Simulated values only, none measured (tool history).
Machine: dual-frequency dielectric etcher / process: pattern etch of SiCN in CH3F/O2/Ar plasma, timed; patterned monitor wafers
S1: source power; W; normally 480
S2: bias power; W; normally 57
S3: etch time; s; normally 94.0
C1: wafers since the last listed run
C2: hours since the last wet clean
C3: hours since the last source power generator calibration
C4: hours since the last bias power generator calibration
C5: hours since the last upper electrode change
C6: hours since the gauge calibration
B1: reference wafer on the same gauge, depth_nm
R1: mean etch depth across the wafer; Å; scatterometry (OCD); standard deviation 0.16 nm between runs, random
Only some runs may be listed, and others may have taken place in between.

| run | hour | S1 | S2 | S3 | C1 | C2 | C3 | C4 | C5 | C6 | B1 | R1 |
|---|---|---|---|---|---|---|---|---|---|---|---|---|
| 1 | 0.0 | 430 | 57 | 82.5 | 0 | 9.6 | 4990.6 | 56.4 | 2247.5 | 706.5 | 26.61 | 270.3 |
| 2 | 17.3 | 480 | 57 | 94.0 | 108 | 26.9 | 5007.9 | 73.7 | 2264.8 | 723.8 | 26.59 | 310.9 |
| 3 | 46.7 | 480 | 57 | 109.0 | 184 | 56.3 | 5037.3 | 103.1 | 2294.2 | 753.2 | 26.59 | 364.5 |
| 4 | 62.6 | 480 | 57 | 109.0 | 99 | 72.2 | 5053.2 | 119.0 | 2310.1 | 769.1 | 26.64 | 361.4 |
| 5 | 76.9 | 480 | 57 | 109.0 | 89 | 86.5 | 5067.5 | 133.3 | 2324.4 | 783.4 | 26.57 | 361.1 |
| 6 | 111.3 | 480 | 57 | 94.0 | 216 | 120.9 | 5101.9 | 167.7 | 2358.8 | 817.8 | 26.61 | 312.2 |
| 7 | 131.5 | 410 | 44 | 82.5 | 127 | 141.1 | 5122.1 | 187.9 | 2379.0 | 838.0 | 26.60 | 252.1 |
| 8 | 147.0 | 480 | 64 | 113.0 | 97 | 156.6 | 5137.6 | 203.4 | 2394.5 | 853.5 | 26.59 | 382.8 |
|  | 188.2 | wet clean of the chamber, repeated, since the last time left the tool worse |
| 9 | 188.7 | 380 | 45 | 109.0 | 111 | 0.5 | 5179.3 | 245.1 | 2436.2 | 895.2 | 26.62 | 312.8 |
| 10 | 198.1 | 480 | 71 | 112.0 | 59 | 9.9 | 5188.7 | 254.5 | 2445.6 | 904.6 | 26.60 | 363.1 |
| 11 | 212.6 | 480 | 45 | 114.0 | 91 | 24.4 | 5203.2 | 269.0 | 2460.1 | 919.1 | 26.62 | 344.7 |
| 12 | 224.9 | 550 | 57 | 107.0 | 77 | 36.7 | 5215.5 | 281.3 | 2472.4 | 931.4 | 26.58 | 348.1 |
| 13 | 247.7 | 480 | 57 | 119.0 | 143 | 59.5 | 5238.3 | 304.1 | 2495.2 | 954.2 | 26.61 | 369.5 |
| 14 | 267.2 | 410 | 64 | 66.0 | 122 | 79.0 | 5257.8 | 323.6 | 2514.7 | 973.7 | 26.62 | 200.9 |
| 15 | 280.2 | 480 | 57 | 94.0 | 81 | 92.0 | 5270.8 | 336.6 | 2527.7 | 986.7 | 26.60 | 292.3 |
| 16 | 309.0 | 480 | 57 | 94.0 | 181 | 120.8 | 5299.6 | 365.4 | 2556.5 | 1015.5 | 26.58 | 287.8 |
| 17 | 339.7 | 480 | 57 | 94.0 | 193 | 151.5 | 5330.3 | 396.1 | 2587.2 | 1046.2 | 26.60 | 289.8 |
| 18 | 355.1 | 480 | 57 | 94.0 | 96 | 166.9 | 5345.7 | 411.5 | 2602.6 | 1061.6 | 26.58 | 293.1 |
| 19 | 378.2 | 480 | 57 | 94.0 | 145 | 190.0 | 5368.8 | 434.6 | 2625.7 | 1084.7 | 26.59 | 290.2 |
| 20 | 405.1 | 410 | 57 | 82.5 | 169 | 216.9 | 5395.7 | 461.5 | 2652.6 | 1111.6 | 26.61 | 246.0 |
|  | 424.5 | gauge calibrated |
|  | 484.0 | upper electrode replaced |
|  | 486.6 | source power generator calibrated |
| 21 | 488.4 | 420 | 57 | 67.5 | 357 | 300.2 | 1.8 | 544.8 | 4.4 | 63.9 | 26.58 | 200.0 |
| 22 | 504.3 | 380 | 46 | 114.0 | 99 | 316.1 | 17.7 | 560.7 | 20.3 | 79.8 | 26.60 | 321.2 |
| 23 | 530.5 | 480 | 57 | 116.5 | 164 | 342.3 | 43.9 | 586.9 | 46.5 | 106.0 | 26.58 | 350.4 |
| 24 | 544.7 | 590 | 57 | 94.0 | 89 | 356.5 | 58.1 | 601.1 | 60.7 | 120.2 | 26.59 | 299.1 |
| 25 | 578.9 | 450 | 69 | 107.5 | 215 | 390.7 | 92.3 | 635.3 | 94.9 | 154.4 | 26.61 | 334.9 |
| 26 | 658.0 | 420 | 44 | 74.0 | 497 | 469.8 | 171.4 | 714.4 | 174.0 | 233.5 | 26.61 | 208.5 |
| 27 | 671.9 | 590 | 47 | 104.5 | 87 | 483.7 | 185.3 | 728.3 | 187.9 | 247.4 | 26.59 | 318.9 |
| 28 | 697.5 | 480 | 57 | 94.0 | 160 | 509.3 | 210.9 | 753.9 | 213.5 | 273.0 | 26.56 | 281.1 |
|  | 735.4 | wet clean of the chamber |
| 29 | 735.9 | 580 | 57 | 94.0 | 90 | 0.5 | 249.3 | 792.3 | 251.9 | 311.4 | 26.58 | 302.9 |

Consider 5 possible next runs. They are alternatives, not a sequence: every one starts from the tool as it was left by run 29. What does each give?
| A | 736.3 | 480 | 57 | 79.0 | 2 | 0.9 | 249.7 | 792.7 | 252.3 | 311.8 | ? | ? |
| B | 736.3 | 430 | 67 | 108.0 | 2 | 0.9 | 249.7 | 792.7 | 252.3 | 311.8 | ? | ? |
| C | 736.3 | 590 | 57 | 67.0 | 2 | 0.9 | 249.7 | 792.7 | 252.3 | 311.8 | ? | ? |
| D | 736.3 | 480 | 67 | 110.0 | 2 | 0.9 | 249.7 | 792.7 | 252.3 | 311.8 | ? | ? |
| E | 736.3 | 540 | 71 | 76.0 | 2 | 0.9 | 249.7 | 792.7 | 252.3 | 311.8 | ? | ? |

| run | B1 | R1 |
|---|---|---|
| A | 26.57 | 248.7 |
| B | 26.57 | 342.5 |
| C | 26.57 | 221.2 |
| D | 26.57 | 357.1 |
| E | 26.57 | 256.3 |
With the hidden condition removed and each run's random variation left untouched, the same runs would have given:
| run | R1 |
|---|---|
| A | 248.8 |
| B | 342.6 |
| C | 221.2 |
| D | 357.2 |
| E | 256.4 |
